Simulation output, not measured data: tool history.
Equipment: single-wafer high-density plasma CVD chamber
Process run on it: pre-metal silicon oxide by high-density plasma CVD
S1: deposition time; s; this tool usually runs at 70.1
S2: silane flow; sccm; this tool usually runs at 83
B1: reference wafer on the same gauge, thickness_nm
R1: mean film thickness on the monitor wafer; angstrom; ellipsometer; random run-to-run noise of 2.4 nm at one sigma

{"run": 1, "hour": 0.0, "S1": 70.1, "S2": 71, "B1": 504.585, "R1": 5446.59}
{"run": 2, "hour": 71.0, "S1": 70.1, "S2": 71, "B1": 504.065, "R1": 5387.72}
{"run": 3, "hour": 141.7, "S1": 78, "S2": 83, "B1": 505.531, "R1": 6799.28}
{"run": 4, "hour": 249.6, "S1": 78, "S2": 83, "B1": 505.604, "R1": 6716.99}
{"run": 5, "hour": 502.2, "S1": 70.1, "S2": 83, "B1": 505.521, "R1": 6092.02}
{"run": 6, "hour": 586.3, "S1": 70.1, "S2": 83, "B1": 505.897, "R1": 6062.64}
{"run": 7, "hour": 685.3, "S1": 70.1, "S2": 83, "B1": 504.85, "R1": 6016.53}
{"run": 8, "hour": 773.3, "S1": 70.1, "S2": 73, "B1": 505.556, "R1": 5493.52}
{"run": 9, "hour": 904.2, "S1": 70.1, "S2": 83, "B1": 504.03, "R1": 5980.52}
{"run": 10, "hour": 951.4, "S1": 70.1, "S2": 83, "B1": 505.6, "R1": 5990.4}
{"run": 11, "hour": 992.0, "S1": 70.1, "S2": 83, "B1": 505.228, "R1": 5975.53}
{"hour": 1042.7, "done": "silane flow controller replaced"}
{"run": 12, "hour": 1064.0, "S1": 70.1, "S2": 83, "B1": 505.497, "R1": 5820.59}
{"hour": 1107.8, "done": "gauge calibrated"}
{"run": 13, "hour": 1114.0, "S1": 59.7, "S2": 96, "B1": 505.538, "R1": 5563.26}
{"run": 14, "hour": 1170.9, "S1": 70.1, "S2": 83, "B1": 505.734, "R1": 5859.19}
{"run": 15, "hour": 1210.8, "S1": 77.4, "S2": 94, "B1": 505.044, "R1": 7074.14}
{"run": 16, "hour": 1291.3, "S1": 70.1, "S2": 87, "B1": 504.922, "R1": 6035.15}
{"run": 17, "hour": 1374.3, "S1": 78, "S2": 83, "B1": 504.302, "R1": 6502.71}
{"hour": 1424.8, "done": "silane flow controller replaced, repeated, since the last time left the tool worse"}
{"run": 18, "hour": 1496.7, "S1": 70.1, "S2": 92, "B1": 504.169, "R1": 6702.45}
{"run": 19, "hour": 1549.9, "S1": 57.8, "S2": 70, "B1": 504.636, "R1": 4517.8}
{"run": 20, "hour": 1595.7, "S1": 77.2, "S2": 76, "B1": 504.498, "R1": 6389.51}
{"run": 21, "hour": 1678.3, "S1": 75.3, "S2": 95, "B1": 504.868, "R1": 7407.28}
{"run": 22, "hour": 1766.4, "S1": 70.1, "S2": 92, "B1": 505.737, "R1": 6715.67}
{"run": 23, "hour": 1868.5, "S1": 75.2, "S2": 97, "B1": 504.458, "R1": 7454.36}
{"run": 24, "hour": 1904.8, "S1": 56.3, "S2": 91, "B1": 503.941, "R1": 5385.91}

Below are 3 alternative next runs, each starting from the tool's condition after run 24. Predict each:
{"run": "A", "hour": 1905.2, "S1": 70.1, "S2": 83, "B1": "?", "R1": "?"}
{"run": "B", "hour": 1905.2, "S1": 79.9, "S2": 75, "B1": "?", "R1": "?"}
{"run": "C", "hour": 1905.2, "S1": 79.4, "S2": 70, "B1": "?", "R1": "?"}

run=A B1=504.904 R1=6215.53
run=B B1=504.904 R1=6569.15
run=C B1=504.904 R1=6207.99
Without the tool's unlogged condition, the same runs would have read:
run=A R1=6209.86
run=B R1=6563.16
run=C R1=6202.32
